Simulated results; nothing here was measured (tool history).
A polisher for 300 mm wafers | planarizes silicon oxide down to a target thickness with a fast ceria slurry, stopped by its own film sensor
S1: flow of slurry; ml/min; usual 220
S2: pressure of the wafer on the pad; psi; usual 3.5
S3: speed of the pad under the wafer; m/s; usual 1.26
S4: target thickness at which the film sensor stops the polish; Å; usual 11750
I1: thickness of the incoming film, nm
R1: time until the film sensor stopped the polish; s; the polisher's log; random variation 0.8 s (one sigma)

run 1 hour=0 | S1=220 S2=3.5 S3=1.26 S4=11750 | I1=2472.6 | R1=43.1
run 2 hour=82.4 | S1=220 S2=3.5 S3=1.26 S4=11750 | I1=2445.4 | R1=42.4
run 3 hour=98.9 | S1=220 S2=3.5 S3=1.26 S4=11750 | I1=2435.4 | R1=42.6
run 4 hour=115.7 | S1=220 S2=3.5 S3=1.26 S4=11750 | I1=2448.7 | R1=42.7
run 5 hour=141.1 | S1=220 S2=3.5 S3=1.26 S4=11750 | I1=2460.3 | R1=45.3
run 6 hour=176.5 | S1=220 S2=3.5 S3=1.26 S4=11750 | I1=2472.2 | R1=48.2
run 7 hour=212.4 | S1=220 S2=2.8 S3=1.14 S4=11750 | I1=2486.1 | R1=64.6
run 8 hour=238.5 | S1=220 S2=3.5 S3=1.26 S4=11750 | I1=2463.8 | R1=41.8
run 9 hour=257 | S1=220 S2=3.5 S3=1.26 S4=11750 | I1=2480.8 | R1=43.2
run 10 hour=291.8 | S1=220 S2=3.5 S3=1.26 S4=11750 | I1=2519.5 | R1=45.1
run 11 hour=312.2 | S1=220 S2=3.5 S3=1.26 S4=11750 | I1=2438.8 | R1=42.6
run 12 hour=327.7 | S1=220 S2=3.5 S3=1.26 S4=11750 | I1=2458.8 | R1=43.9
run 13 hour=360.5 | S1=220 S2=3.5 S3=1.12 S4=11750 | I1=2484.4 | R1=49.3
run 14 hour=377.7 | S1=220 S2=3.5 S3=1.02 S4=11750 | I1=2474.3 | R1=54.4
run 15 hour=403 | S1=175 S2=3.5 S3=1.44 S4=11750 | I1=2429.2 | R1=36.1
run 16 hour=438.2 | S1=170 S2=2.5 S3=1 S4=14480 | I1=2457.3 | R1=56.5
run 17 hour=453.9 | S1=165 S2=2.6 S3=0.92 S4=14370 | I1=2479 | R1=63.6
run 18 hour=484.5 | S1=220 S2=3.5 S3=1.26 S4=11750 | I1=2461.4 | R1=43.8
run 19 hour=514 | S1=220 S2=3.5 S3=1.26 S4=11750 | I1=2444.5 | R1=42.1
run 20 hour=531.3 | S1=200 S2=2.5 S3=1.26 S4=11750 | I1=2456.7 | R1=58.6
run 21 hour=573.1 | S1=290 S2=3.1 S3=1.04 S4=14390 | I1=2436.5 | R1=41.1
run 22 hour=622.4 | S1=180 S2=2.5 S3=1.06 S4=7880 | I1=2485.7 | R1=88.4
run 23 hour=648.3 | S1=220 S2=3.5 S3=1.26 S4=11750 | I1=2488.8 | R1=44.7
run 24 hour=676.6 | S1=220 S2=3.5 S3=1.26 S4=11750 | I1=2499.4 | R1=43.9
run 25 hour=707.5 | S1=220 S2=3.5 S3=1.26 S4=7560 | I1=2498.3 | R1=56.4
run 26 hour=723 | S1=290 S2=2.4 S3=1.6 S4=11750 | I1=2480.8 | R1=44.2
run 27 hour=749.1 | S1=155 S2=3.5 S3=1.06 S4=11750 | I1=2483.5 | R1=52.2

Taken out of this log: 7 entries between the listed runs. Where each belongs, and how the hidden state differs across it:
Between runs 4 and 5: worn pad replaced by a new one (hour 138.1)
  removal rate lost through wear of the pad, %: 6.03 -> 10.8
  measured less the result without the state, R1: +2.6 -> +4.9 s
Between runs 7 and 8: worn pad replaced by a new one, repeated, since the last time left the tool worse (hour 238)
  removal rate lost through wear of the pad, %: 15.1 -> 0.55
  measured less the result without the state, R1: +9.7 -> +0.2 s
Between runs 11 and 12: head pressure recalibrated (hour 317.3)
  removal rate lost through wear of the pad, %: 5.13 -> 5.49
  measured less the result without the state, R1: +2.2 -> +2.4 s
Between runs 14 and 15: worn pad replaced by a new one (hour 394.9)
  removal rate lost through wear of the pad, %: 6.12 -> 1.31
  measured less the result without the state, R1: +3.3 -> +0.4 s
Between runs 20 and 21: worn pad replaced by a new one (hour 565.2); slurry nozzle cleaned (hour 572.6)
  removal rate lost through wear of the pad, %: 6.01 -> 1.35
  measured less the result without the state, R1: +3.6 -> +0.5 s
Between runs 24 and 25: worn pad replaced by a new one (hour 693.5)
  removal rate lost through wear of the pad, %: 5.83 -> 1.7
  measured less the result without the state, R1: +2.5 -> +1 s
